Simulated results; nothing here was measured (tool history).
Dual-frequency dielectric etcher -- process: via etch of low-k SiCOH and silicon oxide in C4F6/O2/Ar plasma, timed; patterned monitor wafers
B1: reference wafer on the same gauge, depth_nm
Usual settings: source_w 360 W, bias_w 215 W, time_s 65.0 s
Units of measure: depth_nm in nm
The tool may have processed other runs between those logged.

Run 1, hour 0.0: usual settings; B1 175.0. Result: depth_nm 159.7 nm.
Run 2, hour 10.6: usual settings; B1 175.0. Result: depth_nm 160.8 nm.
Run 3, hour 20.6: usual settings; B1 174.9. Result: depth_nm 159.9 nm.
Run 4, hour 37.2: usual settings; B1 175.0. Result: depth_nm 159.0 nm.
Run 5, hour 75.4: usual settings but source_w 300 W, bias_w 203 W; B1 175.1. Result: depth_nm 151.1 nm.
At hour 97.6: gauge calibrated.
At hour 100.9: upper electrode replaced, of another model than before.
Run 6, hour 101.4: usual settings but source_w 300 W, bias_w 203 W; B1 174.8. Result: depth_nm 151.5 nm.
Run 7, hour 101.8: usual settings but time_s 74.0 s; B1 174.9. Result: depth_nm 181.0 nm.
Run 8, hour 108.3: usual settings but time_s 74.0 s; B1 174.9. Result: depth_nm 179.9 nm.
At hour 112.3: source power generator calibrated.
At hour 147.3: wet clean of the chamber.
Run 9, hour 147.8: usual settings; B1 174.9. Result: depth_nm 164.7 nm.
Run 10, hour 148.2: usual settings but source_w 400 W, bias_w 170 W, time_s 76.0 s; B1 174.8. Result: depth_nm 179.2 nm.
Run 11, hour 151.3: usual settings but bias_w 240 W; B1 174.9. Result: depth_nm 171.0 nm.
At hour 170.7: bias power generator calibrated.
Run 12, hour 171.2: usual settings but source_w 280 W, bias_w 192 W, time_s 84.5 s; B1 175.2. Result: depth_nm 198.1 nm.
Run 13, hour 175.5: usual settings but bias_w 170 W, time_s 78.5 s; B1 175.0. Result: depth_nm 180.9 nm.

Run 14 comes next. What will it give?
Run 14, hour 186.9: usual settings but time_s 73.5 s; B1 ?. Result: depth_nm ?.

{"run 14": {"B1": 174.9, "depth_nm": 185.0}}
With the hidden condition absent and the run-to-run variation left alone, this run would have shown depth_nm 185.6 nm.
